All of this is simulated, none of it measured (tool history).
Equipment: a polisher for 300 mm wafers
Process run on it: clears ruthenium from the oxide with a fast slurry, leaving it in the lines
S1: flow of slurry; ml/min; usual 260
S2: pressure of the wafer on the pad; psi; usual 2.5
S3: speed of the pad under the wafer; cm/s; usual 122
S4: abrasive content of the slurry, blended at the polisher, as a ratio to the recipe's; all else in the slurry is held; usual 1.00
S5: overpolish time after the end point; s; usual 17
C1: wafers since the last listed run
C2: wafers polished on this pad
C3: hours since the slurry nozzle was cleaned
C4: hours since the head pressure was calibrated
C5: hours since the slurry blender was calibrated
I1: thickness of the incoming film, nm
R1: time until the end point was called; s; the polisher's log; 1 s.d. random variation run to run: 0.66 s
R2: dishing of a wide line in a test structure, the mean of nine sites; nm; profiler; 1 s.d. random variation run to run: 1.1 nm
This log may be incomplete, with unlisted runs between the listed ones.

run,hour,S1,S2,S3,S4,S5,C1,C2,C3,C4,C5,I1,R1,R2
1,0.0,260,2.5,122,1.00,17,0,530,12.1,507.2,169.5,201.4,40.8,55.3
2,16.3,260,2.5,122,1.00,17,159,689,28.4,523.5,185.8,202.0,41.0,56.1
3,37.0,230,2.1,122,1.00,17,202,892,49.1,544.2,206.5,199.5,49.2,47.6
4,66.3,260,2.5,122,1.00,17,286,1178,78.4,573.5,235.8,201.4,41.5,55.6
5,89.4,260,2.5,122,1.00,17,225,1404,101.5,596.6,258.9,201.0,43.3,54.5
6,137.5,260,2.5,122,1.00,20,469,1874,149.6,644.7,307.0,201.2,43.1,59.3
7,157.6,260,2.5,122,1.00,12,196,2070,169.7,664.8,327.1,202.5,44.2,38.2
# hour 167.0: slurry blender recalibrated
8,174.6,260,1.8,144,1.00,17,146,2216,186.7,681.8,7.6,198.7,52.8,45.1
9,192.3,260,3.1,88,0.85,17,172,2389,204.4,699.5,25.3,201.2,48.7,44.3
# hour 197.7: head pressure recalibrated
# hour 201.2: worn pad replaced by a new one
10,204.6,260,3.0,122,1.10,26,65,32,216.7,6.9,37.6,200.2,31.7,95.8
11,236.1,190,2.0,122,1.25,14,307,340,248.2,38.4,69.1,202.7,46.0,42.7
12,268.4,195,3.1,142,0.75,17,315,656,280.5,70.7,101.4,201.3,37.6,60.9
13,285.9,260,2.5,122,1.00,17,170,827,298.0,88.2,118.9,198.6,39.9,55.4
14,317.6,260,2.5,122,1.00,17,309,1136,329.7,119.9,150.6,198.8,41.4,54.8
# hour 326.6: slurry nozzle cleaned
15,332.6,260,2.1,82,1.00,17,136,1273,6.0,134.9,165.6,200.2,62.2,38.2
16,356.8,260,2.5,122,1.00,17,236,1510,30.2,159.1,189.8,203.2,42.7,54.6
17,376.5,260,2.5,122,1.00,17,192,1702,49.9,178.8,209.5,197.3,42.2,52.7
# hour 405.7: worn pad replaced by a new one
18,408.9,345,2.1,122,1.00,17,277,31,82.3,211.2,241.9,199.3,44.2,49.6
19,423.5,310,2.5,84,1.25,23,142,174,96.9,225.8,256.5,199.7,45.7,65.7
20,439.5,260,2.5,122,1.00,17,156,330,112.9,241.8,272.5,200.7,39.5,57.1
21,463.9,180,2.5,142,1.00,11,238,569,137.3,266.2,296.9,199.9,36.2,40.9
22,493.9,260,2.8,122,1.00,17,293,862,167.3,296.2,326.9,199.6,37.3,60.1
23,517.2,260,2.5,82,1.00,7,227,1089,190.6,319.5,350.2,202.9,52.9,18.5
24,535.3,260,2.5,122,1.00,17,176,1266,208.7,337.6,368.3,198.8,41.0,53.6
25,560.4,260,2.5,122,1.00,17,245,1511,233.8,362.7,393.4,201.6,41.6,52.6
# hour 583.3: slurry blender recalibrated
26,592.1,260,2.5,122,1.00,17,290,1801,265.5,394.4,8.8,201.6,42.9,53.3
27,614.8,335,2.5,82,1.00,14,221,2023,288.2,417.1,31.5,196.3,53.3,34.9

5 options for the next run, each taken on its own from the tool as it stands now. Forecast them:
A,615.2,260,2.5,122,1.00,17,3,2027,288.6,417.5,31.9,197.9,?,?
B,615.2,195,1.6,122,1.00,22,3,2027,288.6,417.5,31.9,197.9,?,?
C,615.2,315,1.7,152,0.75,17,3,2027,288.6,417.5,31.9,197.9,?,?
D,615.2,260,2.5,122,1.15,17,3,2027,288.6,417.5,31.9,197.9,?,?
E,615.2,235,2.5,102,0.80,11,3,2027,288.6,417.5,31.9,197.9,?,?

run,R1,R2
A,44.1,52.7
B,66.1,46.3
C,59.4,40.4
D,41.3,55.7
E,56.6,28.3
Had the tool no hidden state, the same runs would have come out as:
run,R1,R2
A,39.2,58.4
B,58.7,51.4
C,52.8,45.0
D,36.7,61.7
E,50.3,31.6

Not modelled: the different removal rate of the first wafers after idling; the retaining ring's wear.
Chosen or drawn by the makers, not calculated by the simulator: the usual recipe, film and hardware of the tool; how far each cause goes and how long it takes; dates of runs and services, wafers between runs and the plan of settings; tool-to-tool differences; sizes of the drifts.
